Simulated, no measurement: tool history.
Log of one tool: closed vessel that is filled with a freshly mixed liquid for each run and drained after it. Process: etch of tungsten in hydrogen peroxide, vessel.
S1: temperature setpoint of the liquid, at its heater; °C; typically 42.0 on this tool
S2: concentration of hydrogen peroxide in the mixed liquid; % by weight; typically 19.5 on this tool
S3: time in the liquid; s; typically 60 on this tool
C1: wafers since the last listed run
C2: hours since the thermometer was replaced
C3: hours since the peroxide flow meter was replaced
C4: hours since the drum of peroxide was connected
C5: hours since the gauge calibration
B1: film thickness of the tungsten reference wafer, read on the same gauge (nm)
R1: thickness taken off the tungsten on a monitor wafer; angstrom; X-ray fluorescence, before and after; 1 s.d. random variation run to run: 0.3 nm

run	day	S1	S2	S3	C1	C2	C3	C4	C5	B1	R1
1	0.000	42.0	23.0	60	0	266.5	944.3	541.8	630.0	69.98	899.1
2	3.775	42.0	23.0	60	13356	357.1	1034.9	632.4	720.6	70.02	899.4
3	8.238	39.0	23.5	60	15788	464.2	1142.0	739.5	827.7	69.98	750.8
4	12.246	39.0	23.5	60	14181	560.4	1238.2	835.7	923.9	69.98	751.1
5	14.004	39.0	23.5	60	6221	602.6	1280.4	877.9	966.1	70.01	753.9
6	17.183	49.0	17.5	60	11248	678.9	1356.7	954.2	1042.4	70.01	1231.9
7	20.617	49.0	17.5	60	12147	761.3	1439.1	1036.6	1124.8	69.97	1214.2
8	23.983	49.0	17.5	60	11911	842.1	1519.9	1117.4	1205.6	70.01	1218.8
# day 27.133: new drum of peroxide connected
9	28.792	42.0	19.5	60	16864	957.5	1635.3	39.8	1321.0	70.01	835.2
10	30.729	42.0	19.5	60	6854	1004.0	1681.8	86.3	1367.5	70.00	838.5
11	33.083	42.0	19.5	60	8329	1060.5	1738.3	142.8	1424.0	70.02	837.7
12	36.012	42.0	19.5	60	10363	1130.8	1808.6	213.1	1494.3	69.98	835.1
# day 39.129: peroxide flow meter replaced
13	40.408	42.0	19.5	60	15405	1236.3	30.7	318.6	1599.8	70.00	796.9
14	42.671	42.0	17.5	60	8004	1290.6	85.0	372.9	1654.1	70.01	759.4
15	45.979	46.5	19.5	35	11705	1370.0	164.4	452.3	1733.5	69.98	621.9
# day 48.896: gauge calibrated
16	49.004	42.0	19.5	60	10702	1442.6	237.0	524.9	2.6	69.97	800.9
17	52.917	51.5	16.5	75	13842	1536.5	330.9	618.8	96.5	69.99	1673.5

Predict the results of run 18:
18	55.475	34.0	13.5	50	9051	1597.9	392.3	680.2	157.9	?	?

Logged for run 18: B1 69.96, R1 327.0 angstrom.
If the tool had no hidden condition, the same run with the same run-to-run variation would have returned R1 332.4 angstrom.

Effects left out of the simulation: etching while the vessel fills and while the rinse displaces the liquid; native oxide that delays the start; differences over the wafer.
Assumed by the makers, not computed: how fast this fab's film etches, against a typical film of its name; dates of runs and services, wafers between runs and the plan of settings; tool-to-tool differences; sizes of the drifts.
